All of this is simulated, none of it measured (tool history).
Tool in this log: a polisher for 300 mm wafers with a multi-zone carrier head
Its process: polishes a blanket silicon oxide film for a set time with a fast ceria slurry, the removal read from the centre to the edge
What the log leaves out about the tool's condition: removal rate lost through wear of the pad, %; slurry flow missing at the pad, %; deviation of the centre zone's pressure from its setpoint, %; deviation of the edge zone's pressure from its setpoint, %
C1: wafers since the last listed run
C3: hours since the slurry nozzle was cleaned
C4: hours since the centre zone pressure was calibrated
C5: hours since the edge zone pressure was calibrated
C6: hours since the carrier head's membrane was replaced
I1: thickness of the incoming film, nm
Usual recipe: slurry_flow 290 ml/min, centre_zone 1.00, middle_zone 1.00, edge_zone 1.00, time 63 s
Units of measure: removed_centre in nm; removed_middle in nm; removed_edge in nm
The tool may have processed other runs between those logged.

{"run": 1, "hour": 0.0, "slurry_flow": 290, "centre_zone": 1.0, "middle_zone": 1.0, "edge_zone": 1.0, "time": 63, "C1": 0, "wafers polished on this pad": 308, "C3": 232.1, "C4": 1090.4, "C5": 592.1, "C6": 1253.4, "I1": 3023.7, "removed_centre": 994.7, "removed_middle": 896.9, "removed_edge": 945.5}
{"run": 2, "hour": 62.5, "slurry_flow": 290, "centre_zone": 1.0, "middle_zone": 1.0, "edge_zone": 1.0, "time": 63, "C1": 409, "wafers polished on this pad": 717, "C3": 294.6, "C4": 1152.9, "C5": 654.6, "C6": 1315.9, "I1": 2968.2, "removed_centre": 990.3, "removed_middle": 917.5, "removed_edge": 951.3}
{"hour": 98.6, "done": "carrier head's membrane replaced by a new one"}
{"run": 3, "hour": 158.7, "slurry_flow": 290, "centre_zone": 1.0, "middle_zone": 1.0, "edge_zone": 1.0, "time": 63, "C1": 597, "wafers polished on this pad": 1314, "C3": 390.8, "C4": 1249.1, "C5": 750.8, "C6": 60.1, "I1": 2982.4, "removed_centre": 983.1, "removed_middle": 896.7, "removed_edge": 937.0}
{"run": 4, "hour": 211.4, "slurry_flow": 290, "centre_zone": 1.0, "middle_zone": 1.0, "edge_zone": 1.0, "time": 63, "C1": 344, "wafers polished on this pad": 1659, "C3": 443.5, "C4": 1301.8, "C5": 803.5, "C6": 112.8, "I1": 2990.5, "removed_centre": 970.1, "removed_middle": 913.1, "removed_edge": 944.6}
{"run": 5, "hour": 306.5, "slurry_flow": 290, "centre_zone": 1.0, "middle_zone": 1.0, "edge_zone": 1.0, "time": 63, "C1": 622, "wafers polished on this pad": 2282, "C3": 538.6, "C4": 1396.9, "C5": 898.6, "C6": 207.9, "I1": 2977.0, "removed_centre": 968.5, "removed_middle": 892.6, "removed_edge": 927.8}
{"hour": 320.6, "done": "centre zone pressure recalibrated"}
{"run": 6, "hour": 389.5, "slurry_flow": 290, "centre_zone": 0.9, "middle_zone": 1.0, "edge_zone": 1.0, "time": 63, "C1": 530, "wafers polished on this pad": 2812, "C3": 621.6, "C4": 68.9, "C5": 981.6, "C6": 290.9, "I1": 2973.9, "removed_centre": 829.6, "removed_middle": 876.0, "removed_edge": 914.4}
{"hour": 448.6, "done": "worn pad replaced by a new one"}
{"hour": 484.7, "done": "slurry nozzle cleaned"}
{"run": 7, "hour": 489.1, "slurry_flow": 290, "centre_zone": 1.0, "middle_zone": 1.07, "edge_zone": 0.93, "time": 63, "C1": 619, "wafers polished on this pad": 258, "C3": 4.4, "C4": 168.5, "C5": 1081.2, "C6": 390.5, "I1": 3016.8, "removed_centre": 972.4, "removed_middle": 971.9, "removed_edge": 918.9}
{"run": 8, "hour": 547.1, "slurry_flow": 290, "centre_zone": 1.0, "middle_zone": 0.89, "edge_zone": 1.0, "time": 70, "C1": 379, "wafers polished on this pad": 638, "C3": 62.4, "C4": 226.5, "C5": 1139.2, "C6": 448.5, "I1": 3053.2, "removed_centre": 1079.8, "removed_middle": 933.1, "removed_edge": 1087.6}
{"run": 9, "hour": 593.1, "slurry_flow": 290, "centre_zone": 0.96, "middle_zone": 1.11, "edge_zone": 1.0, "time": 63, "C1": 301, "wafers polished on this pad": 939, "C3": 108.4, "C4": 272.5, "C5": 1185.2, "C6": 494.5, "I1": 2974.2, "removed_centre": 932.5, "removed_middle": 998.4, "removed_edge": 958.7}
{"run": 10, "hour": 672.6, "slurry_flow": 205, "centre_zone": 1.0, "middle_zone": 1.0, "edge_zone": 1.0, "time": 63, "C1": 520, "wafers polished on this pad": 1459, "C3": 187.9, "C4": 352.0, "C5": 1264.7, "C6": 574.0, "I1": 3053.9, "removed_centre": 929.1, "removed_middle": 874.4, "removed_edge": 893.3}
{"run": 11, "hour": 727.9, "slurry_flow": 230, "centre_zone": 1.0, "middle_zone": 1.0, "edge_zone": 1.0, "time": 63, "C1": 362, "wafers polished on this pad": 1821, "C3": 243.2, "C4": 407.3, "C5": 1320.0, "C6": 629.3, "I1": 3006.1, "removed_centre": 931.2, "removed_middle": 856.0, "removed_edge": 914.9}
{"run": 12, "hour": 782.4, "slurry_flow": 290, "centre_zone": 1.0, "middle_zone": 1.0, "edge_zone": 1.09, "time": 63, "C1": 356, "wafers polished on this pad": 2178, "C3": 297.7, "C4": 461.8, "C5": 1374.5, "C6": 683.8, "I1": 3042.7, "removed_centre": 955.6, "removed_middle": 903.5, "removed_edge": 957.3}
{"run": 13, "hour": 889.0, "slurry_flow": 290, "centre_zone": 1.0, "middle_zone": 1.0, "edge_zone": 1.0, "time": 63, "C1": 697, "wafers polished on this pad": 2876, "C3": 404.3, "C4": 568.4, "C5": 1481.1, "C6": 790.4, "I1": 3005.3, "removed_centre": 942.7, "removed_middle": 887.1, "removed_edge": 913.9}
{"hour": 894.9, "done": "edge zone pressure recalibrated"}
{"run": 14, "hour": 930.1, "slurry_flow": 190, "centre_zone": 0.89, "middle_zone": 1.0, "edge_zone": 0.92, "time": 50, "C1": 255, "wafers polished on this pad": 3132, "C3": 445.4, "C4": 609.5, "C5": 35.2, "C6": 831.5, "I1": 2991.8, "removed_centre": 616.1, "removed_middle": 640.3, "removed_edge": 672.6}
{"run": 15, "hour": 979.0, "slurry_flow": 290, "centre_zone": 1.07, "middle_zone": 1.0, "edge_zone": 1.0, "time": 63, "C1": 320, "wafers polished on this pad": 3452, "C3": 494.3, "C4": 658.4, "C5": 84.1, "C6": 880.4, "I1": 3005.3, "removed_centre": 967.8, "removed_middle": 851.2, "removed_edge": 875.2}
{"hour": 991.0, "done": "worn pad replaced by a new one"}
{"run": 16, "hour": 1017.0, "slurry_flow": 290, "centre_zone": 1.0, "middle_zone": 1.08, "edge_zone": 1.0, "time": 63, "C1": 222, "wafers polished on this pad": 169, "C3": 532.3, "C4": 696.4, "C5": 122.1, "C6": 918.4, "I1": 3039.8, "removed_centre": 982.3, "removed_middle": 990.3, "removed_edge": 940.4}
{"run": 17, "hour": 1054.7, "slurry_flow": 290, "centre_zone": 1.0, "middle_zone": 1.12, "edge_zone": 1.0, "time": 63, "C1": 246, "wafers polished on this pad": 416, "C3": 570.0, "C4": 734.1, "C5": 159.8, "C6": 956.1, "I1": 3032.0, "removed_centre": 994.4, "removed_middle": 1005.1, "removed_edge": 938.4}
{"run": 18, "hour": 1109.0, "slurry_flow": 290, "centre_zone": 1.0, "middle_zone": 1.04, "edge_zone": 1.0, "time": 42, "C1": 355, "wafers polished on this pad": 772, "C3": 624.3, "C4": 788.4, "C5": 214.1, "C6": 1010.4, "I1": 2945.6, "removed_centre": 659.8, "removed_middle": 631.7, "removed_edge": 630.2}
{"run": 19, "hour": 1179.0, "slurry_flow": 290, "centre_zone": 1.0, "middle_zone": 0.9, "edge_zone": 1.0, "time": 63, "C1": 458, "wafers polished on this pad": 1230, "C3": 694.3, "C4": 858.4, "C5": 284.1, "C6": 1080.4, "I1": 2995.3, "removed_centre": 989.6, "removed_middle": 834.9, "removed_edge": 939.3}
{"run": 20, "hour": 1272.7, "slurry_flow": 290, "centre_zone": 1.0, "middle_zone": 1.0, "edge_zone": 1.0, "time": 63, "C1": 613, "wafers polished on this pad": 1843, "C3": 788.0, "C4": 952.1, "C5": 377.8, "C6": 1174.1, "I1": 3009.9, "removed_centre": 975.1, "removed_middle": 911.6, "removed_edge": 945.5}
{"hour": 1294.8, "done": "slurry nozzle cleaned"}
{"run": 21, "hour": 1339.9, "slurry_flow": 290, "centre_zone": 1.0, "middle_zone": 1.0, "edge_zone": 1.0, "time": 63, "C1": 433, "wafers polished on this pad": 2277, "C3": 45.1, "C4": 1019.3, "C5": 445.0, "C6": 1241.3, "I1": 3020.1, "removed_centre": 958.9, "removed_middle": 889.5, "removed_edge": 906.2}
{"run": 22, "hour": 1379.2, "slurry_flow": 260, "centre_zone": 0.89, "middle_zone": 1.1, "edge_zone": 1.0, "time": 84, "C1": 257, "wafers polished on this pad": 2534, "C3": 84.4, "C4": 1058.6, "C5": 484.3, "C6": 1280.6, "I1": 2962.3, "removed_centre": 1113.6, "removed_middle": 1270.7, "removed_edge": 1216.1}
{"hour": 1444.7, "done": "carrier head's membrane replaced by a new one"}
{"run": 23, "hour": 1450.9, "slurry_flow": 290, "centre_zone": 1.0, "middle_zone": 0.94, "edge_zone": 1.0, "time": 82, "C1": 436, "wafers polished on this pad": 2971, "C3": 156.1, "C4": 1130.3, "C5": 556.0, "C6": 6.2, "I1": 2992.3, "removed_centre": 1220.4, "removed_middle": 1095.3, "removed_edge": 1180.8}

List, for all runs, the conditions of the tool that the log does not record:
slurry flow missing at the pad, %: 0 on each run
deviation of the edge zone's pressure from its setpoint, %: 0 on each run
H1: removal rate lost through wear of the pad, %
H2: deviation of the centre zone's pressure from its setpoint, %
run=1 H1=0.601 H2=2.94
run=2 H1=0.841 H2=2.97
run=3 H1=1.58 H2=3.02
run=4 H1=2.18 H2=3.05
run=5 H1=3.61 H2=3.08
run=6 H1=5.22 H2=0.0455
run=7 H1=0.448 H2=0.637
run=8 H1=0.645 H2=0.926
run=9 H1=0.919 H2=1.13
run=10 H1=1.64 H2=1.44
run=11 H1=2.32 H2=1.62
run=12 H1=3.14 H2=1.78
run=13 H1=5.16 H2=2.04
run=14 H1=6.09 H2=2.12
run=15 H1=7.3 H2=2.21
run=16 H1=0.366 H2=2.28
run=17 H1=0.448 H2=2.34
run=18 H1=0.69 H2=2.41
run=19 H1=1.21 H2=2.5
run=20 H1=2.29 H2=2.6
run=21 H1=3.33 H2=2.65
run=22 H1=4.04 H2=2.68
run=23 H1=5.53 H2=2.73
